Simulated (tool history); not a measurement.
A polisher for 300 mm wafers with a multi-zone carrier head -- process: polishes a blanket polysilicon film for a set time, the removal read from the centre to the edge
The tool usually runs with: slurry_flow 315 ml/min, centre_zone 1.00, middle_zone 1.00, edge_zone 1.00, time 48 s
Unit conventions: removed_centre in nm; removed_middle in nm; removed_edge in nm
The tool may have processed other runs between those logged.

run    hour  slurry_flow  centre_zone  middle_zone  edge_zone  time  wafers since the last listed run  wafers polished on this pad  hours since the slurry nozzle was cleaned  hours since the centre zone pressure was calibrated  hours since the edge zone pressure was calibrated  hours since the carrier head's membrane was replaced  incoming thickness of the incoming film, nm  removed_centre  removed_middle  removed_edge
  1     0.0          315         1.00         1.00       1.00    48                                 0                         2113                                      455.1                                                248.7                                              251.2                                                 738.9                                       1516.2           507.7           509.1         506.0
  2    34.3          315         1.00         1.00       1.00    48                               520                         2634                                      489.4                                                283.0                                              285.5                                                 773.2                                       1518.9           505.7           492.8         511.2
       49.9  -- slurry nozzle cleaned
       61.4  -- carrier head's membrane replaced by a new one
  3    97.4          315         1.00         1.00       1.00    48                               866                         3501                                       47.5                                                346.1                                              348.6                                                  36.0                                       1500.1           499.7           502.8         514.6
  4   144.8          315         1.00         1.00       1.00    48                               719                         4221                                       94.9                                                393.5                                              396.0                                                  83.4                                       1488.8           508.7           504.1         522.8
      192.9  -- edge zone pressure recalibrated
  5   204.1          315         1.00         1.00       1.09    48                               869                         5090                                      154.2                                                452.8                                               11.2                                                 142.7                                       1494.6           504.8           484.0         525.6
      240.2  -- worn pad replaced by a new one
  6   248.1          315         1.00         1.00       1.09    48                               607                          120                                      198.2                                                496.8                                               55.2                                                 186.7                                       1483.1           505.1           507.5         539.0
      310.4  -- centre zone pressure recalibrated
  7   313.1          315         1.00         1.00       1.00    48                               956                         1076                                      263.2                                                  2.7                                              120.2                                                 251.7                                       1484.2           504.8           500.2         515.2
  8   370.0          315         1.00         1.00       1.00    48                               863                         1940                                      320.1                                                 59.6                                              177.1                                                 308.6                                       1491.7           499.4           507.5         515.3
  9   473.1          210         1.00         1.06       1.06    65                              1565                         3505                                      423.2                                                162.7                                              280.2                                                 411.7                                       1520.7           657.7           670.2         696.1
      477.1  -- slurry nozzle cleaned
 10   509.8          315         1.03         1.00       1.00    48                               541                         4047                                       32.7                                                199.4                                              316.9                                                 448.4                                       1507.9           517.5           502.6         506.9
      532.5  -- worn pad replaced by a new one
 11   548.8          210         1.00         1.06       1.06    65                               531                          247                                       71.7                                                238.4                                              355.9                                                 487.4                                       1496.2           655.6           703.2         684.1
 12   597.8          315         1.08         1.00       1.00    36                               743                          991                                      120.7                                                287.4                                              404.9                                                 536.4                                       1501.6           402.6           376.1         380.5
 13   669.1          315         1.00         1.00       1.00    48                              1082                         2073                                      192.0                                                358.7                                              476.2                                                 607.7                                       1488.6           496.7           503.2         504.0
      673.7  -- edge zone pressure recalibrated
 14   736.6          260         1.00         1.00       1.00    48                               994                         3068                                      259.5                                                426.2                                               62.9                                                 675.2                                       1507.0           490.8           495.0         503.4
 15   784.0          315         1.00         1.00       1.00    48                               719                         3787                                      306.9                                                473.6                                              110.3                                                 722.6                                       1499.4           509.6           500.4         496.9
      817.0  -- worn pad replaced by a new one
 16   818.8          385         0.90         0.89       1.00    48                               467                           26                                      341.7                                                508.4                                              145.1                                                 757.4                                       1480.9           477.4           462.4         518.6
 17   880.6          315         1.00         1.00       1.00    38                               938                          964                                      403.5                                                570.2                                              206.9                                                 819.2                                       1517.7           403.0           405.6         410.6
      911.9  -- centre zone pressure recalibrated
 18   931.1          265         1.11         1.00       1.00    48                               736                         1701                                      454.0                                                 19.2                                              257.4                                                 869.7                                       1500.1           530.3           487.1         506.7
 19   965.0          315         0.88         1.00       1.00    48                               514                         2215                                      487.9                                                 53.1                                              291.3                                                 903.6                                       1493.9           462.5           494.8         501.7
      970.2  -- slurry nozzle cleaned
      983.3  -- carrier head's membrane replaced by a new one
 20  1023.3          315         1.00         1.00       1.00    48                               794                         3009                                       53.1                                                111.4                                              349.6                                                  40.0                                       1505.6           507.5           507.1         509.7
 21  1079.5          315         1.00         0.97       1.11    48                               853                         3863                                      109.3                                                167.6                                              405.8                                                  96.2                                       1486.8           504.6           483.5         530.3
     1088.6  -- edge zone pressure recalibrated
     1105.6  -- worn pad replaced by a new one
 22  1115.2          315         1.00         1.00       1.12    48                               450                          146                                      145.0                                                203.3                                               26.6                                                 131.9                                       1493.7           508.6           503.9         534.4
 23  1182.3          360         1.00         1.00       1.00    48                              1018                         1165                                      212.1                                                270.4                                               93.7                                                 199.0                                       1519.5           510.6           506.1         507.6

Exercise: give the hidden state of the tool at every run:
removal rate lost through wear of the pad, %: 0, the same for each run
slurry flow missing at the pad, %: 0, the same for each run
deviation of the centre zone's pressure from its setpoint, %: 0, the same for each run
deviation of the edge zone's pressure from its setpoint, %: 0, the same for each run

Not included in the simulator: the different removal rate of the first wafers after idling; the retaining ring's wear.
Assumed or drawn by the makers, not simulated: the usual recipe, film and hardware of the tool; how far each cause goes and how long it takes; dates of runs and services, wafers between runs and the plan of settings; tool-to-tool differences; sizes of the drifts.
